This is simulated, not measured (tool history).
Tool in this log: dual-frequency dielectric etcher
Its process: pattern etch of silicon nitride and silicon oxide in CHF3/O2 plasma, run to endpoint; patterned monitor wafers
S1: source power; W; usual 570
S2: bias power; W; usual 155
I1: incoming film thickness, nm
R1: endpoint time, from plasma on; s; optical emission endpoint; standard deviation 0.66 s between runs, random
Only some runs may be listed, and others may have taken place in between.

run 1 hour=0 | S1=570 S2=171 | I1=184.9 | R1=120.3
run 2 hour=40.7 | S1=570 S2=155 | I1=185.3 | R1=124
run 3 hour=88 | S1=570 S2=155 | I1=185.4 | R1=124.9
run 4 hour=245.4 | S1=570 S2=155 | I1=185.6 | R1=122.3
-- hour=281.6 wet clean of the chamber
run 5 hour=305.2 | S1=570 S2=155 | I1=186.7 | R1=128.7
run 6 hour=353.4 | S1=570 S2=155 | I1=184.2 | R1=126.7
run 7 hour=512.1 | S1=570 S2=155 | I1=183.5 | R1=123.4
-- hour=767.1 wet clean of the chamber
run 8 hour=806.3 | S1=570 S2=155 | I1=189.4 | R1=129.1
run 9 hour=883.1 | S1=530 S2=180 | I1=185 | R1=121.5
run 10 hour=949 | S1=530 S2=180 | I1=183.9 | R1=120.5
-- hour=980.8 source power generator calibrated
run 11 hour=1110 | S1=470 S2=155 | I1=184.4 | R1=133
-- hour=1181.8 upper electrode replaced
-- hour=1248.7 wet clean of the chamber
run 12 hour=1295.5 | S1=470 S2=155 | I1=185.2 | R1=134.6
run 13 hour=1378.9 | S1=490 S2=183 | I1=185.3 | R1=124.4
-- hour=1423.6 bias power generator calibrated
run 14 hour=1453.6 | S1=610 S2=166 | I1=186.3 | R1=120.7
run 15 hour=1529.8 | S1=520 S2=155 | I1=184.8 | R1=128.6
-- hour=1780.7 wet clean of the chamber
run 16 hour=1821.8 | S1=450 S2=155 | I1=186.1 | R1=135.5
run 17 hour=1879.7 | S1=520 S2=179 | I1=185.9 | R1=123.5
run 18 hour=1946.5 | S1=480 S2=180 | I1=183.2 | R1=123.6
run 19 hour=2020.2 | S1=570 S2=122 | I1=185.8 | R1=137.2
run 20 hour=2092.2 | S1=570 S2=188 | I1=184.8 | R1=115.9
run 21 hour=2157.1 | S1=570 S2=155 | I1=186.1 | R1=124.2
-- hour=2240.1 wet clean of the chamber
run 22 hour=2240.6 | S1=530 S2=155 | I1=184.3 | R1=129.6
run 23 hour=2267.9 | S1=690 S2=169 | I1=184.5 | R1=114.7
run 24 hour=2351 | S1=570 S2=155 | I1=184.2 | R1=126.9
run 25 hour=2447.3 | S1=570 S2=155 | I1=185.3 | R1=126

Consider 3 possible next runs. They are alternatives, not a sequence: every one starts from the tool as it was left by run 25. What does each give?
run A hour=2447.8 | S1=570 S2=155 | I1=184.6 | R1=?
run B hour=2447.8 | S1=430 S2=128 | I1=184.6 | R1=?
run C hour=2447.8 | S1=480 S2=168 | I1=184.6 | R1=?

run=A R1=124.9
run=B R1=147.6
run=C R1=127.9
What these runs would have given with no unlogged condition in the tool:
run=A R1=126
run=B R1=148.9
run=C R1=129.1
